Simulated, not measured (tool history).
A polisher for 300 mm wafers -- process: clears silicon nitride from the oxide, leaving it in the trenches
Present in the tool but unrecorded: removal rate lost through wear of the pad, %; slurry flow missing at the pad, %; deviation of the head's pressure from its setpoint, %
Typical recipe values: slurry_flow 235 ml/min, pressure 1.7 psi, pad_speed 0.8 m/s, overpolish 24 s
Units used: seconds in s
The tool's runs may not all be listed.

| run | hour | slurry_flow | pressure | pad_speed | overpolish | wafers since the last listed run | wafers polished on this pad | hours since the slurry nozzle was cleaned | hours since the head pressure was calibrated | incoming thickness of the incoming film, nm | seconds |
|---|---|---|---|---|---|---|---|---|---|---|---|
| 1 | 0 | 235 | 1.7 | 0.8 | 24 | 0 | 1233 | 196 | 17.3 | 69.8 | 136.5 |
| 2 | 68.3 | 235 | 1.7 | 0.8 | 24 | 585 | 1819 | 264.3 | 85.6 | 70 | 130.7 |
| 3 | 122.9 | 235 | 1.7 | 0.8 | 24 | 467 | 2286 | 318.9 | 140.2 | 69.3 | 130.2 |
|  | 176.3 | worn pad replaced by a new one |
| 4 | 191.8 | 235 | 1.7 | 0.8 | 24 | 556 | 132 | 387.8 | 209.1 | 69.1 | 127.8 |
| 5 | 236.1 | 235 | 1.7 | 0.8 | 24 | 379 | 512 | 432.1 | 253.4 | 69.7 | 127.1 |
| 6 | 274.3 | 235 | 1.7 | 0.8 | 24 | 327 | 839 | 470.3 | 291.6 | 70.8 | 130.9 |
| 7 | 346.8 | 235 | 1.7 | 0.8 | 24 | 621 | 1460 | 542.8 | 364.1 | 70.6 | 132.3 |
| 8 | 389.1 | 235 | 1.7 | 0.8 | 24 | 362 | 1823 | 585.1 | 406.4 | 69.6 | 128.1 |
| 9 | 459.7 | 235 | 1.7 | 0.8 | 24 | 604 | 2428 | 655.7 | 477 | 70.6 | 130.3 |
| 10 | 497 | 235 | 1.7 | 0.8 | 24 | 319 | 2747 | 693 | 514.3 | 69.8 | 127.8 |
|  | 536.6 | worn pad replaced by a new one |
| 11 | 552.5 | 235 | 1.7 | 0.8 | 24 | 441 | 135 | 748.5 | 569.8 | 69.9 | 130.3 |
| 12 | 584.7 | 235 | 1.7 | 0.8 | 24 | 275 | 411 | 780.7 | 602 | 69.1 | 125.9 |
| 13 | 623.2 | 235 | 2.2 | 0.8 | 24 | 329 | 741 | 819.2 | 640.5 | 69.2 | 98.9 |
| 14 | 648.8 | 235 | 2.2 | 0.8 | 24 | 219 | 961 | 844.8 | 666.1 | 69.6 | 100.5 |
|  | 668.7 | slurry nozzle cleaned |
| 15 | 676 | 235 | 1.7 | 0.9 | 24 | 224 | 1185 | 7.3 | 693.3 | 70 | 113 |
| 16 | 728.9 | 235 | 1.7 | 0.9 | 24 | 453 | 1638 | 60.2 | 746.2 | 70.2 | 113 |
|  | 739.6 | head pressure recalibrated |
| 17 | 761.4 | 235 | 1.7 | 0.9 | 24 | 261 | 1900 | 92.7 | 21.8 | 69.2 | 120.4 |
| 18 | 810.8 | 235 | 1.7 | 0.8 | 19 | 423 | 2323 | 142.1 | 71.2 | 69.3 | 133 |
|  | 857.3 | worn pad replaced by a new one |
| 19 | 879 | 235 | 1.7 | 1.06 | 30 | 550 | 185 | 210.3 | 139.4 | 69.7 | 101.4 |
| 20 | 937.3 | 235 | 1.9 | 0.8 | 35 | 499 | 685 | 268.6 | 197.7 | 70.1 | 116.8 |
| 21 | 1099.6 | 285 | 2.2 | 0.8 | 31 | 1390 | 2075 | 430.9 | 360 | 69.9 | 97.3 |
| 22 | 1168.8 | 235 | 1.7 | 0.8 | 24 | 592 | 2668 | 500.1 | 429.2 | 70 | 129.2 |
|  | 1214.2 | worn pad replaced by a new one |
| 23 | 1232.5 | 235 | 1.7 | 0.8 | 24 | 511 | 156 | 563.8 | 492.9 | 69.2 | 128.4 |
| 24 | 1303.5 | 235 | 1.7 | 0.98 | 13 | 608 | 764 | 634.8 | 563.9 | 69.6 | 104.9 |
| 25 | 1370.2 | 235 | 1.7 | 0.88 | 24 | 571 | 1336 | 701.5 | 630.6 | 69.6 | 117.9 |
| 26 | 1432.9 | 290 | 1.1 | 0.8 | 19 | 537 | 1873 | 764.2 | 693.3 | 70 | 193.6 |
| 27 | 1457.7 | 200 | 2 | 0.56 | 24 | 212 | 2086 | 789 | 718.1 | 69.8 | 152 |
| 28 | 1526.9 | 235 | 1.2 | 0.8 | 12 | 592 | 2679 | 858.2 | 787.3 | 69.5 | 180.3 |
|  | 1555.5 | worn pad replaced by a new one |
|  | 1557.4 | slurry nozzle cleaned |
|  | 1565.8 | head pressure recalibrated |
| 29 | 1592.8 | 275 | 1.1 | 0.88 | 19 | 504 | 294 | 35.4 | 27 | 69.5 | 179.9 |
| 30 | 1700.3 | 235 | 1.7 | 0.8 | 24 | 921 | 1215 | 142.9 | 134.5 | 70.3 | 128.3 |
| 31 | 1752 | 285 | 2.2 | 0.8 | 31 | 442 | 1658 | 194.6 | 186.2 | 70.5 | 95.6 |
| 32 | 1801 | 190 | 1.9 | 1 | 10 | 419 | 2077 | 243.6 | 235.2 | 69.6 | 95.3 |
| 33 | 1830.7 | 205 | 1.7 | 0.66 | 24 | 254 | 2332 | 273.3 | 264.9 | 70.2 | 150.9 |
| 34 | 1865.1 | 235 | 1.7 | 0.8 | 24 | 294 | 2627 | 307.7 | 299.3 | 71.1 | 127.4 |

Alternative continuations, all from the tool just after run 34; predict every row:
| A | 1865.6 | 235 | 1.9 | 0.8 | 24 | 4 | 2631 | 308.2 | 299.8 | 70.8 | ? |
| B | 1865.6 | 235 | 1.7 | 0.92 | 14 | 4 | 2631 | 308.2 | 299.8 | 70.8 | ? |
| C | 1865.6 | 235 | 1.7 | 0.68 | 20 | 4 | 2631 | 308.2 | 299.8 | 70.8 | ? |

| run | seconds |
|---|---|
| A | 112.6 |
| B | 111.5 |
| C | 144.5 |
What these runs would have given with no unlogged condition in the tool:
| run | seconds |
|---|---|
| A | 120.2 |
| B | 119 |
| C | 154.2 |
